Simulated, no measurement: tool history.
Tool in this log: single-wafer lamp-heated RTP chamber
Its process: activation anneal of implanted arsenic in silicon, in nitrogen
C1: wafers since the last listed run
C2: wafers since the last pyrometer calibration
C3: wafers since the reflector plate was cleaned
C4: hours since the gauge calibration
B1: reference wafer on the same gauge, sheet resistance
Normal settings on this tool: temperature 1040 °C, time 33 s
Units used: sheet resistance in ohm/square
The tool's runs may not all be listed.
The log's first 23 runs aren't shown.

run 24 day=68.425 | temperature=1040 time=33 | C1=845 C2=7143 C3=5158 C4=1341.6 | B1=113.01 | sheet_resistance=129.97
-- day=72.750 pyrometer window cleaned and pyrometer calibrated
run 25 day=78.638 | temperature=1066 time=33 | C1=2761 C2=1645 C3=7919 C4=1586.7 | B1=112.99 | sheet_resistance=125.83
-- day=80.533 gauge calibrated
-- day=81.104 reflector plate cleaned
run 26 day=81.979 | temperature=1040 time=33 | C1=840 C2=2486 C3=244 C4=34.7 | B1=113.01 | sheet_resistance=130.24
run 27 day=84.775 | temperature=1040 time=33 | C1=781 C2=3267 C3=1025 C4=101.8 | B1=112.99 | sheet_resistance=129.93
run 28 day=89.021 | temperature=1014 time=51 | C1=1186 C2=4454 C3=2211 C4=203.7 | B1=113.02 | sheet_resistance=131.04
run 29 day=91.221 | temperature=1050 time=49 | C1=614 C2=5069 C3=2826 C4=256.5 | B1=112.94 | sheet_resistance=127.16
run 30 day=93.229 | temperature=1048 time=33 | C1=561 C2=5630 C3=3388 C4=304.7 | B1=113.02 | sheet_resistance=129.22
-- day=96.846 pyrometer window cleaned and pyrometer calibrated
run 31 day=97.612 | temperature=1016 time=13 | C1=1131 C2=213 C3=4520 C4=409.9 | B1=112.98 | sheet_resistance=135.97
run 32 day=100.950 | temperature=1067 time=43 | C1=932 C2=1146 C3=5452 C4=490.0 | B1=113.00 | sheet_resistance=124.71
-- day=105.783 reflector plate cleaned
run 33 day=108.417 | temperature=1028 time=45 | C1=1993 C2=3140 C3=736 C4=669.2 | B1=113.03 | sheet_resistance=129.58
run 34 day=111.729 | temperature=1049 time=26 | C1=925 C2=4066 C3=1662 C4=748.7 | B1=112.99 | sheet_resistance=129.98
run 35 day=113.429 | temperature=1024 time=14 | C1=475 C2=4541 C3=2137 C4=789.5 | B1=112.97 | sheet_resistance=135.79
run 36 day=117.546 | temperature=1016 time=40 | C1=1150 C2=5691 C3=3287 C4=888.3 | B1=113.01 | sheet_resistance=131.97
run 37 day=121.550 | temperature=1040 time=33 | C1=1119 C2=6810 C3=4406 C4=984.4 | B1=113.02 | sheet_resistance=129.66

Each row is a separate what-if for the run after 37, all from the same tool condition, not one after another. Results?
run A day=121.567 | temperature=1040 time=33 | C1=4 C2=6815 C3=4411 C4=984.8 | B1=? | sheet_resistance=?
run B day=121.567 | temperature=1027 time=20 | C1=4 C2=6815 C3=4411 C4=984.8 | B1=? | sheet_resistance=?
run C day=121.567 | temperature=1025 time=50 | C1=4 C2=6815 C3=4411 C4=984.8 | B1=? | sheet_resistance=?

run=A B1=113.04 sheet_resistance=129.69
run=B B1=113.04 sheet_resistance=133.12
run=C B1=113.04 sheet_resistance=129.30
What these runs would have given with no unlogged condition in the tool:
run=A sheet_resistance=129.99
run=B sheet_resistance=133.36
run=C sheet_resistance=129.61
